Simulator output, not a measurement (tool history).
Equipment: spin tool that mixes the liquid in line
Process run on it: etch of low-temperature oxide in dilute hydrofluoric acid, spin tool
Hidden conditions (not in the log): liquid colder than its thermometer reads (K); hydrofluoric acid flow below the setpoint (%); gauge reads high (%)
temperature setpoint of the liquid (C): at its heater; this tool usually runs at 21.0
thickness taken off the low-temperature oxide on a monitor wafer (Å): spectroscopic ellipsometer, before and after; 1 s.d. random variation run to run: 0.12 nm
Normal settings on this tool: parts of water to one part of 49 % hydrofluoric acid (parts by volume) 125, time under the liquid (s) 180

run     day  temperature setpoint of the liquid (C)  parts of water to one part of 49 % hydrofluoric acid (parts by volume)  time under the liquid (s)  wafers since the last listed run  hours since the thermometer was replaced  hours since the hydrofluoric acid flow meter was replaced  hours since the gauge calibration  read-back film thickness of the low-temperature oxide reference wafer, read on the same gauge (nm)  thickness taken off the low-temperature oxide on a monitor wafer (Å)
  1   0.000                                    21.0                                                                     105                        180                                 0                                     604.9                                                     1854.0                              540.0                                                                                               79.99                                                                 243.4
  2   0.688                                    21.0                                                                     105                        180                               143                                     621.4                                                     1870.5                              556.5                                                                                               80.04                                                                 245.7
  3   1.183                                    21.0                                                                     125                        180                               103                                     633.3                                                     1882.4                              568.4                                                                                               80.00                                                                 201.3
      1.554  -- thermometer replaced
  4   2.604                                    21.0                                                                     125                        180                               288                                      25.2                                                     1916.5                              602.5                                                                                               79.99                                                                 204.8
  5   3.121                                    21.0                                                                     125                        180                               108                                      37.6                                                     1928.9                              614.9                                                                                               79.98                                                                 199.6
  6   3.383                                    21.0                                                                     125                        180                                54                                      43.9                                                     1935.2                              621.2                                                                                               80.02                                                                 201.0
      3.642  -- gauge calibrated
  7   3.704                                    21.0                                                                     125                        180                                67                                      51.6                                                     1942.9                                1.5                                                                                               79.98                                                                 199.7
  8   4.362                                    21.0                                                                     125                        180                               137                                      67.4                                                     1958.7                               17.3                                                                                               79.99                                                                 201.0
  9   4.946                                    21.0                                                                     125                        180                               122                                      81.4                                                     1972.7                               31.3                                                                                               79.99                                                                 202.4
 10   5.446                                    21.0                                                                     125                        210                               104                                      93.4                                                     1984.7                               43.3                                                                                               80.01                                                                 235.4
 11   5.904                                    17.0                                                                      85                        180                                95                                     104.4                                                     1995.7                               54.3                                                                                               80.04                                                                 262.4
 12   6.554                                    22.5                                                                     140                        215                               136                                     120.0                                                     2011.3                               69.9                                                                                               80.02                                                                 222.2
 13   7.138                                    23.5                                                                     100                        180                               122                                     134.0                                                     2025.3                               83.9                                                                                               79.99                                                                 289.2
 14   7.425                                    21.0                                                                     125                        180                                60                                     140.9                                                     2032.2                               90.8                                                                                               80.01                                                                 202.3
 15   7.746                                    21.0                                                                     125                        180                                67                                     148.6                                                     2039.9                               98.5                                                                                               80.01                                                                 203.5
      8.333  -- hydrofluoric acid flow meter replaced
 16   8.417                                    21.0                                                                      75                        180                               131                                     164.7                                                        2.0                              114.6                                                                                               79.99                                                                 357.4
 17   8.892                                    23.0                                                                     125                        255                                99                                     176.1                                                       13.4                              126.0                                                                                               80.00                                                                 309.4
 18   9.242                                    21.0                                                                     175                        180                                73                                     184.5                                                       21.8                              134.4                                                                                               80.02                                                                 135.9
 19   9.688                                    21.0                                                                     125                        180                                93                                     195.2                                                       32.5                              145.1                                                                                               80.01                                                                 202.9
 20  10.338                                    21.0                                                                     125                        180                               136                                     210.8                                                       48.1                              160.7                                                                                               79.99                                                                 201.3
 21  11.058                                    19.5                                                                     170                        140                               150                                     228.1                                                       65.4                              178.0                                                                                               80.01                                                                 102.9
 22  11.529                                    21.0                                                                     125                        100                                98                                     239.4                                                       76.7                              189.3                                                                                               79.97                                                                 113.4
 23  12.162                                    21.0                                                                     105                        180                               132                                     254.6                                                       91.9                              204.5                                                                                               80.00                                                                 248.7
 24  12.904                                    25.0                                                                     125                        210                               155                                     272.4                                                      109.7                              222.3                                                                                               80.00                                                                 274.9
 25  13.346                                    17.5                                                                     185                        130                                92                                     283.0                                                      120.3                              232.9                                                                                               80.00                                                                  80.7
 26  13.808                                    23.5                                                                     100                        180                                96                                     294.1                                                      131.4                              244.0                                                                                               79.99                                                                 287.4
 27  14.342                                    21.0                                                                      70                        180                               111                                     306.9                                                      144.2                              256.8                                                                                               80.02                                                                 380.1
 28  14.921                                    19.5                                                                     165                        225                               121                                     320.8                                                      158.1                              270.7                                                                                               79.98                                                                 173.8
 29  15.200                                    17.0                                                                     125                        180                                58                                     327.5                                                      164.8                              277.4                                                                                               80.01                                                                 172.0
 30  15.750                                    17.0                                                                     140                        135                               115                                     340.7                                                      178.0                              290.6                                                                                               80.00                                                                 113.2
 31  16.308                                    18.5                                                                     100                        180                               116                                     354.1                                                      191.4                              304.0                                                                                               80.00                                                                 233.3
 32  16.575                                    17.5                                                                     125                        215                                55                                     360.5                                                      197.8                              310.4                                                                                               80.01                                                                 210.7
 33  16.904                                    18.0                                                                     125                        180                                68                                     368.4                                                      205.7                              318.3                                                                                               79.99                                                                 178.8
 34  17.275                                    21.0                                                                     125                        180                                77                                     377.3                                                      214.6                              327.2                                                                                               79.99                                                                 199.9

Forecast each of these 3 alternatives for the next run:
  A  17.296                                    21.0                                                                     100                        180                                 4                                     377.8                                                      215.1                              327.7                                                                                                   ?                                                                     ?
  B  17.296                                    21.0                                                                     150                         90                                 4                                     377.8                                                      215.1                              327.7                                                                                                   ?                                                                     ?
  C  17.296                                    19.5                                                                      75                        180                                 4                                     377.8                                                      215.1                              327.7                                                                                                   ?                                                                     ?

run  read-back film thickness of the low-temperature oxide reference wafer, read on the same gauge (nm)  thickness taken off the low-temperature oxide on a monitor wafer (Å)
  A                                                                                               79.99                                                                 258.8
  B                                                                                               79.99                                                                  81.6
  C                                                                                               79.99                                                                 333.7
What these runs would have given with no unlogged condition in the tool:
run  thickness taken off the low-temperature oxide on a monitor wafer (Å)
  A                                                                 258.8
  B                                                                  81.6
  C                                                                 333.7

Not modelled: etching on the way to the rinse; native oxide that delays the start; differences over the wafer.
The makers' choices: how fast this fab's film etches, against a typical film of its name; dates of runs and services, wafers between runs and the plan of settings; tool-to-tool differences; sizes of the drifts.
